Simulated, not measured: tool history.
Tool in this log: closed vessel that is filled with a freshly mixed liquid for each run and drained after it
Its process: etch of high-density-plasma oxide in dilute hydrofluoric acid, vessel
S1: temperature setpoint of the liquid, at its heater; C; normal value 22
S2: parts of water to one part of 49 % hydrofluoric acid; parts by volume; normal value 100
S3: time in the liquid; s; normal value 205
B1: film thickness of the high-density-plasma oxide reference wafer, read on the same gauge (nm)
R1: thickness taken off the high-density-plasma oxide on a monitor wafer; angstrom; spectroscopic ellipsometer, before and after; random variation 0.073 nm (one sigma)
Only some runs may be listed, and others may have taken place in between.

run,hour,S1,S2,S3,B1,R1
1,0,22,100,205,139.96,93.6
2,79.6,22,100,205,139.99,94
3,167.2,22,90,205,140.04,105.8
4,261,22,100,205,140.02,94.6
5,342.8,22,100,205,139.99,94.5
6,405.5,22,100,205,140.01,93.7
7,495.2,22,75,230,139.99,145
8,600.4,22,75,230,139.99,146.2
9,679.2,22,100,205,140,94.4
# hour 700.1: hydrofluoric acid flow meter replaced
10,734.8,22,100,205,139.99,94.5
11,786.3,22,100,205,140.01,94.7
12,869,22,100,205,140,94.5
13,954.8,18,80,205,140,101.4
14,999.8,22,100,205,139.98,94
15,1128.7,22,100,205,140.02,94.3
16,1204,22,100,205,139.99,95.2
17,1305.1,25.5,115,150,140,68
# hour 1307.4: gauge calibrated
18,1347,24.5,75,100,139.99,69
19,1405.1,25,100,115,140.04,59.9
20,1443.6,22,125,240,140.02,86.2
21,1541.6,19.5,100,250,140,104
# hour 1552.8: thermometer replaced
22,1601.9,22,100,205,140.02,94.5
23,1668.6,22,100,205,140.04,95
24,1708.3,22,145,205,140.01,61.3
25,1754.8,22,85,150,140.02,82.8
26,1841.5,24,55,145,140.01,139
27,1894.3,22,100,325,140,150.8
28,1939.5,22,100,205,139.96,93.9
29,2010.5,24.5,100,205,140,103.9
# hour 2180.3: hydrofluoric acid flow meter replaced
30,2217.6,20,150,145,140.01,38.6
31,2309.6,17.5,75,285,140.01,150.5
32,2369.5,25.5,80,205,140.01,138.6

4 options for the next run, each taken on its own from the tool as it stands now. Forecast them:
A,2370.2,22,100,285,?,?
B,2370.2,23.5,75,100,?,?
C,2370.2,22,100,130,?,?
D,2370.2,20,145,105,?,?

run,B1,R1
A,139.97,131.7
B,139.97,67.5
C,139.97,60.1
D,139.97,29.4
The same runs, with their run-to-run variation unchanged, on a tool lacking any hidden condition would have given:
run,R1
A,131.7
B,67.5
C,60.1
D,29.4
